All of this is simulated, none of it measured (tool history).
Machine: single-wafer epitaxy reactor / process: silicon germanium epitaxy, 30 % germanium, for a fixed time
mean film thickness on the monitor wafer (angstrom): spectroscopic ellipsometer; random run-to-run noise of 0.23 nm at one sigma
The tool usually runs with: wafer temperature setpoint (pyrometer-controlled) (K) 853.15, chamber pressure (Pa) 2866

run	day	wafer temperature setpoint (pyrometer-controlled) (K)	chamber pressure (Pa)	wafers since the last listed run	hours since the last pyrometer calibration	hours since the last manometer calibration	hours since the showerhead was replaced	hours since the gauge calibration	read-back reference wafer on the same gauge, thickness_nm	mean film thickness on the monitor wafer (angstrom)
1	0.000	853.15	2720	0	822.6	1708.4	2899.4	342.9	46.099	397.88
2	3.700	853.15	2720	1997	911.4	1797.2	2988.2	431.7	46.211	398.76
3	4.483	853.15	3440	422	930.2	1816.0	3007.0	450.5	46.270	442.62
4	5.333	844.15	2866	458	950.6	1836.4	3027.4	470.9	46.188	336.60
5	7.562	844.15	2866	1203	1004.1	1889.9	3080.9	524.4	46.217	334.92
6	8.525	853.15	2866	519	1027.2	1913.0	3104.0	547.5	46.181	407.93
7	10.583	853.15	2866	1111	1076.6	1962.4	3153.4	596.9	46.345	407.03
8	11.104	853.15	2866	281	1089.1	1974.9	3165.9	609.4	46.100	406.30
9	12.321	853.15	2866	656	1118.3	2004.1	3195.1	638.6	46.228	407.32
10	13.438	853.15	3226	602	1145.1	2030.9	3221.9	665.4	46.200	429.10
11	14.350	853.15	2866	492	1167.0	2052.8	3243.8	687.3	46.255	404.26
12	15.050	866.15	2560	377	1183.8	2069.6	3260.6	704.1	46.288	510.63
# day 16.042: pyrometer calibrated
13	16.217	853.15	2400	449	4.2	2097.6	3288.6	732.1	46.270	376.40
14	16.762	863.15	3066	294	17.3	2110.7	3301.7	745.2	46.287	517.13
# day 17.658: capacitance manometer re-zeroed and calibrated
15	18.212	845.15	3360	602	52.1	13.3	3336.5	780.0	46.189	379.01
16	18.862	853.15	2240	350	67.7	28.9	3352.1	795.6	46.168	378.09
17	20.308	865.15	2640	780	102.4	63.6	3386.8	830.3	46.197	522.62
18	21.608	866.15	2573	701	133.6	94.8	3418.0	861.5	46.207	525.18
19	22.158	853.15	2866	296	146.8	108.0	3431.2	874.7	46.091	417.93
# day 22.875: gauge calibrated
# day 23.325: showerhead replaced
20	23.342	864.15	2866	458	175.2	136.4	0.4	11.2	46.219	526.65
21	24.358	853.15	3186	548	199.6	160.8	24.8	35.6	46.197	437.81
22	25.329	866.15	2560	524	222.9	184.1	48.1	58.9	46.171	524.26
23	26.421	839.15	3346	589	249.1	210.3	74.3	85.1	46.205	332.57
24	27.725	863.15	3173	704	280.4	241.6	105.6	116.4	46.157	544.85
25	28.896	866.15	3280	632	308.5	269.7	133.7	144.5	46.251	576.37
26	29.783	853.15	2866	479	329.8	291.0	155.0	165.8	46.200	421.26
27	31.004	863.15	3173	659	359.1	320.3	184.3	195.1	46.131	541.06
28	31.517	845.15	2666	276	371.4	332.6	196.6	207.4	46.130	340.38
29	32.688	865.15	2866	632	399.5	360.7	224.7	235.5	46.255	537.74
30	33.279	863.15	2253	319	413.7	374.9	238.9	249.7	46.281	465.09
31	33.808	853.15	3253	285	426.4	387.6	251.6	262.4	46.283	440.29
32	34.421	867.15	2866	330	441.1	402.3	266.3	277.1	46.273	563.64
33	35.204	853.15	2866	422	459.9	421.1	285.1	295.9	46.198	417.04
34	36.100	864.15	2440	483	481.4	442.6	306.6	317.4	46.170	489.41

Had the tool no unlogged condition, and each run kept its random variation, what would the results have been?
Hidden state present: wafer temperature above the value expected at the setpoint (K); true pressure above the setpoint (%); gauge reads high (%).
run	mean film thickness on the monitor wafer (angstrom)
1	408.87
2	410.91
3	456.38
4	347.29
5	346.19
6	421.98
7	421.78
8	421.21
9	422.71
10	445.75
11	420.29
12	531.22
13	391.99
14	538.82
15	380.58
16	379.65
17	524.80
18	527.39
19	419.69
20	528.91
21	439.72
22	526.57
23	334.07
24	547.37
25	579.11
26	423.30
27	543.76
28	342.11
29	540.55
30	467.56
31	442.67
32	566.74
33	419.38
34	492.24

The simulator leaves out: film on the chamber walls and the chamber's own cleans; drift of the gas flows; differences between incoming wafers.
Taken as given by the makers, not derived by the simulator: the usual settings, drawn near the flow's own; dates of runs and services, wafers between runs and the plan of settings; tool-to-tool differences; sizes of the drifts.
